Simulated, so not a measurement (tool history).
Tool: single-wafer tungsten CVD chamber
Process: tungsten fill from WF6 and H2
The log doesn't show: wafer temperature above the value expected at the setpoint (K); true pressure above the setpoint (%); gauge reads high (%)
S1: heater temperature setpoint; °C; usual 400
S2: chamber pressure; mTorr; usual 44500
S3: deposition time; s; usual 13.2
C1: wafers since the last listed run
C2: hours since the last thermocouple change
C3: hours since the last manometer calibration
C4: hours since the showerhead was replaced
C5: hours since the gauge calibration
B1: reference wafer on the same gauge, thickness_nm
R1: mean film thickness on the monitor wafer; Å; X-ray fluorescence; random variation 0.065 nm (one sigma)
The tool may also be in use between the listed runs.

run	day	S1	S2	S3	C1	C2	C3	C4	C5	B1	R1
1	0.000	400	44500	13.2	0	2685.3	2280.8	4554.7	52.7	48.415	378.59
2	0.692	400	44500	13.2	469	2701.9	2297.4	4571.3	69.3	48.406	378.11
3	1.233	400	44500	13.2	367	2714.9	2310.4	4584.3	82.3	48.394	377.62
4	1.958	400	44500	13.2	491	2732.3	2327.8	4601.7	99.7	48.387	377.36
5	2.696	400	44500	13.2	500	2750.0	2345.5	4619.4	117.4	48.394	376.39
# day 3.192: capacitance manometer re-zeroed and calibrated
6	3.212	400	44500	13.2	124	2762.4	0.5	4631.8	129.8	48.394	377.30
7	3.367	400	44500	13.2	104	2766.1	4.2	4635.5	133.5	48.399	375.37
8	3.879	400	44500	13.2	347	2778.4	16.5	4647.8	145.8	48.413	376.83
9	4.267	400	44500	13.2	262	2787.7	25.8	4657.1	155.1	48.383	376.14
10	4.933	400	44500	13.2	452	2803.7	41.8	4673.1	171.1	48.399	376.34
# day 5.221: gauge calibrated
# day 5.379: showerhead replaced
# day 6.454: thermocouple changed; heater temperature recalibrated
11	6.550	407	54200	13.2	644	2.3	80.6	28.1	31.9	48.423	533.28
12	6.842	414	44500	11.6	197	9.3	87.6	35.1	38.9	48.406	490.77
13	7.233	413	55200	12.5	265	18.7	97.0	44.5	48.3	48.401	570.79
14	8.067	400	49600	11.8	565	38.7	117.0	64.5	68.3	48.398	396.80
15	8.617	400	44500	13.2	373	51.9	130.2	77.7	81.5	48.402	422.49
16	8.933	400	44500	10.8	214	59.5	137.8	85.3	89.1	48.392	344.81

Some steps in R1 between neighbouring runs. How much of each would the tool show without its hidden state too (settings, what came in, random variation), and how much is left for the hidden state, with any gauge scatter that isn't in both results?
Run 10 -> 11: S1 400 -> 407, S2 44500 -> 54200, gauge calibrated, showerhead replaced, thermocouple changed; heater temperature recalibrated. R1 +156.94 Å: hidden state +45.79, all else +111.15.
Run 13 -> 14: S1 413 -> 400, S2 55200 -> 49600, S3 12.5 -> 11.8. R1 -173.99 Å: hidden state +2.21, all else -176.20.

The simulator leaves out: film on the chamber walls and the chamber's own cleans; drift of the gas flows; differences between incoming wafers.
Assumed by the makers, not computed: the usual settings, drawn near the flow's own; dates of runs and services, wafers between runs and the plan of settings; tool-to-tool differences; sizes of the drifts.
